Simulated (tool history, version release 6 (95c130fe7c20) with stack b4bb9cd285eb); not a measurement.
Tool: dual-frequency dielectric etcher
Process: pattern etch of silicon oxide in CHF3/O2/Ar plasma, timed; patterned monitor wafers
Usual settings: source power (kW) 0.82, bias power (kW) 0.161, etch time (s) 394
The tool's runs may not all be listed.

run     day  source power (kW)  bias power (kW)  etch time (s)  wafers since the last listed run  hours since the last wet clean  hours since the last source power generator calibration  hours since the last bias power generator calibration  hours since the last upper electrode change  hours since the gauge calibration  read-back reference wafer on the same gauge, depth_nm  mean etch depth across the wafer (Å)
  1       0               0.66            0.161            366                                 0                           209.2                                                   4249.8                                                 2855.2                                       3691.2                              852.7                                                  956.1                                  7221
      1.171  -- gauge calibrated
  2   2.425               0.82            0.161            343                               246                           267.4                                                     4308                                                 2913.4                                       3749.4                               30.1                                                  952.6                                  7150
  3   4.275               0.82            0.161            394                               187                           311.8                                                   4352.4                                                 2957.8                                       3793.8                               74.5                                                  954.6                                  8286
  4   7.971               0.82            0.161            394                               375                           400.5                                                   4441.1                                                 3046.5                                       3882.5                              163.2                                                  949.6                                  8286
  5   9.758               0.82            0.161            307                               181                           443.4                                                     4484                                                 3089.4                                       3925.4                              206.1                                                  953.4                                  6415
  6    11.4               0.82            0.161            394                               166                           482.8                                                   4523.4                                                 3128.8                                       3964.8                              245.5                                                    955                                  8263
     12.762  -- wet clean of the chamber
  7      13               0.82            0.161            394                                60                             5.7                                                   4561.8                                                 3167.2                                       4003.2                              283.9                                                  952.8                                  8135
  8  14.767               0.82            0.161            394                               179                            48.1                                                   4604.2                                                 3209.6                                       4045.6                              326.3                                                  952.5                                  8182
     16.238  -- bias power generator calibrated
  9  16.488               0.82            0.161            394                               157                            89.4                                                   4645.5                                                      6                                       4086.9                              367.6                                                  953.6                                  8135
 10    19.5               0.82            0.161            394                               305                           161.7                                                   4717.8                                                   78.3                                       4159.2                              439.9                                                  951.8                                  8201
 11  21.854               0.82            0.161            292                               238                           218.2                                                   4774.3                                                  134.8                                       4215.7                              496.4                                                    954                                  6089
     24.821  -- source power generator calibrated
 12  25.625               0.89             0.13            316                               365                           308.7                                                     19.3                                                  225.3                                       4306.2                              586.9                                                  951.3                                  6211
     30.562  -- upper electrode replaced
 13  30.583               0.82            0.161            394                               401                           427.7                                                    138.3                                                  344.3                                          0.5                              705.9                                                  954.1                                  8399
      34.55  -- wet clean of the chamber
 14  34.571               0.98            0.149            485                               303                             0.5                                                      234                                                    440                                         96.2                              801.6                                                  953.5                                 10219
 15  36.008               0.82            0.147            394                               145                              35                                                    268.5                                                  474.5                                        130.7                              836.1                                                  952.1                                  7846
     36.433  -- gauge calibrated
 16  38.071               0.82            0.161          319.5                               209                            84.5                                                      318                                                    524                                        180.2                               39.3                                                  952.8                                  6622
 17  41.708               0.82            0.123            394                               369                           171.8                                                    405.3                                                  611.3                                        267.5                              126.6                                                  954.1                                  7336
 18  45.992               0.82            0.161            394                               434                           274.6                                                    508.1                                                  714.1                                        370.3                              229.4                                                  953.1                                  8365
 19  49.962               0.82            0.161          498.5                               403                           369.9                                                    603.4                                                  809.4                                        465.6                              324.7                                                  950.9                                 10682

What the log doesn't show, run by run:
source power that arrives over what is set, %: 0 in every run
bias power that arrives over what is set, %: 0 in every run
gauge reads high (%): 0 in every run
H1: etch rate over this chamber's usual, %
run     H1
  1  0.918
  2   1.33
  3   1.65
  4   2.28
  5   2.58
  6   2.86
  7  0.243
  8  0.544
  9  0.837
 10   1.35
 11   1.75
 12   2.39
 13   3.24
 14  0.308
 15  0.553
 16  0.904
 17   1.52
 18   2.25
 19   2.93
